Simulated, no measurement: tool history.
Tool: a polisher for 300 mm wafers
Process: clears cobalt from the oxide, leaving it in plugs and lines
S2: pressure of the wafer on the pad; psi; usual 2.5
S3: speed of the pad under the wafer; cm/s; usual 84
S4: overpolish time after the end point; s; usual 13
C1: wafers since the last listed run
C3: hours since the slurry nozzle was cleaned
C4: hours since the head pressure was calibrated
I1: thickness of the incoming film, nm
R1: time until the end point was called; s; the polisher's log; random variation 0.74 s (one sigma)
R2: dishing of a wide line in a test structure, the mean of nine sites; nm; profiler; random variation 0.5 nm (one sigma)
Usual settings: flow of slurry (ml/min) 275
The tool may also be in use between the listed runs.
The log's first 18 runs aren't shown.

run 19 day=38.542 | flow_of_slurry_(ml/min)=275 S2=2.5 S3=84 S4=13 | C1=293 wafers_polished_on_this_pad=3696 C3=441.8 C4=361.8 | I1=198.1 | R1=41.4 R2=41.3
-- day=39.496 worn pad replaced by a new one
run 20 day=39.767 | flow_of_slurry_(ml/min)=275 S2=2.5 S3=54 S4=13 | C1=272 wafers_polished_on_this_pad=70 C3=471.2 C4=391.2 | I1=200.0 | R1=52.1 R2=34.9
run 21 day=42.462 | flow_of_slurry_(ml/min)=275 S2=3.3 S3=84 S4=8 | C1=694 wafers_polished_on_this_pad=764 C3=535.9 C4=455.9 | I1=199.7 | R1=34.0 R2=33.2
run 22 day=45.204 | flow_of_slurry_(ml/min)=275 S2=2.5 S3=84 S4=13 | C1=706 wafers_polished_on_this_pad=1471 C3=601.7 C4=521.7 | I1=197.2 | R1=41.9 R2=41.6
run 23 day=46.304 | flow_of_slurry_(ml/min)=210 S2=2.5 S3=84 S4=13 | C1=283 wafers_polished_on_this_pad=1754 C3=628.1 C4=548.1 | I1=201.8 | R1=42.2 R2=39.8
run 24 day=49.088 | flow_of_slurry_(ml/min)=325 S2=2.5 S3=84 S4=13 | C1=717 wafers_polished_on_this_pad=2472 C3=694.9 C4=614.9 | I1=202.2 | R1=41.6 R2=40.3
-- day=49.333 head pressure recalibrated
run 25 day=50.296 | flow_of_slurry_(ml/min)=275 S2=2.5 S3=84 S4=13 | C1=289 wafers_polished_on_this_pad=2762 C3=723.9 C4=23.1 | I1=198.2 | R1=41.7 R2=40.3
run 26 day=52.454 | flow_of_slurry_(ml/min)=275 S2=2.5 S3=84 S4=10 | C1=556 wafers_polished_on_this_pad=3318 C3=775.7 C4=74.9 | I1=202.2 | R1=42.7 R2=34.2
run 27 day=54.171 | flow_of_slurry_(ml/min)=195 S2=2.9 S3=98 S4=13 | C1=442 wafers_polished_on_this_pad=3760 C3=816.9 C4=116.1 | I1=198.1 | R1=34.8 R2=47.4
run 28 day=56.675 | flow_of_slurry_(ml/min)=275 S2=2.5 S3=84 S4=13 | C1=645 wafers_polished_on_this_pad=4405 C3=877.0 C4=176.2 | I1=200.1 | R1=40.9 R2=41.4
-- day=57.283 slurry nozzle cleaned
run 29 day=58.867 | flow_of_slurry_(ml/min)=310 S2=2.8 S3=84 S4=16 | C1=554 wafers_polished_on_this_pad=4960 C3=38.0 C4=228.8 | I1=203.8 | R1=39.4 R2=49.8
-- day=59.071 worn pad replaced by a new one
run 30 day=60.854 | flow_of_slurry_(ml/min)=275 S2=2.5 S3=84 S4=13 | C1=469 wafers_polished_on_this_pad=460 C3=85.7 C4=276.5 | I1=200.9 | R1=42.3 R2=40.4
run 31 day=62.417 | flow_of_slurry_(ml/min)=180 S2=2.5 S3=84 S4=13 | C1=402 wafers_polished_on_this_pad=862 C3=123.2 C4=314.0 | I1=199.1 | R1=42.2 R2=40.2
run 32 day=63.621 | flow_of_slurry_(ml/min)=275 S2=1.7 S3=84 S4=11 | C1=310 wafers_polished_on_this_pad=1173 C3=152.1 C4=342.9 | I1=200.6 | R1=56.4 R2=29.8
run 33 day=66.508 | flow_of_slurry_(ml/min)=275 S2=2.5 S3=74 S4=13 | C1=744 wafers_polished_on_this_pad=1917 C3=221.4 C4=412.2 | I1=198.6 | R1=44.8 R2=39.5
run 34 day=68.508 | flow_of_slurry_(ml/min)=275 S2=2.5 S3=84 S4=13 | C1=515 wafers_polished_on_this_pad=2432 C3=269.4 C4=460.2 | I1=200.3 | R1=41.9 R2=40.4
run 35 day=71.204 | flow_of_slurry_(ml/min)=275 S2=2.5 S3=84 S4=13 | C1=694 wafers_polished_on_this_pad=3127 C3=334.1 C4=524.9 | I1=199.0 | R1=39.9 R2=40.7
run 36 day=72.608 | flow_of_slurry_(ml/min)=360 S2=2.5 S3=84 S4=21 | C1=361 wafers_polished_on_this_pad=3489 C3=367.8 C4=558.6 | I1=202.7 | R1=42.6 R2=55.5

Forecast each of these 3 alternatives for the next run:
run A day=72.625 | flow_of_slurry_(ml/min)=275 S2=3.2 S3=84 S4=13 | C1=4 wafers_polished_on_this_pad=3493 C3=368.2 C4=559.0 | I1=202.0 | R1=? R2=?
run B day=72.625 | flow_of_slurry_(ml/min)=355 S2=2.5 S3=112 S4=13 | C1=4 wafers_polished_on_this_pad=3493 C3=368.2 C4=559.0 | I1=202.0 | R1=? R2=?
run C day=72.625 | flow_of_slurry_(ml/min)=350 S2=3.1 S3=106 S4=13 | C1=4 wafers_polished_on_this_pad=3493 C3=368.2 C4=559.0 | I1=202.0 | R1=? R2=?

run=A R1=34.7 R2=46.8
run=B R1=34.4 R2=47.1
run=C R1=30.3 R2=50.8
Without the tool's hidden state the same runs would have given:
run=A R1=34.7 R2=46.8
run=B R1=34.4 R2=47.1
run=C R1=30.3 R2=50.8
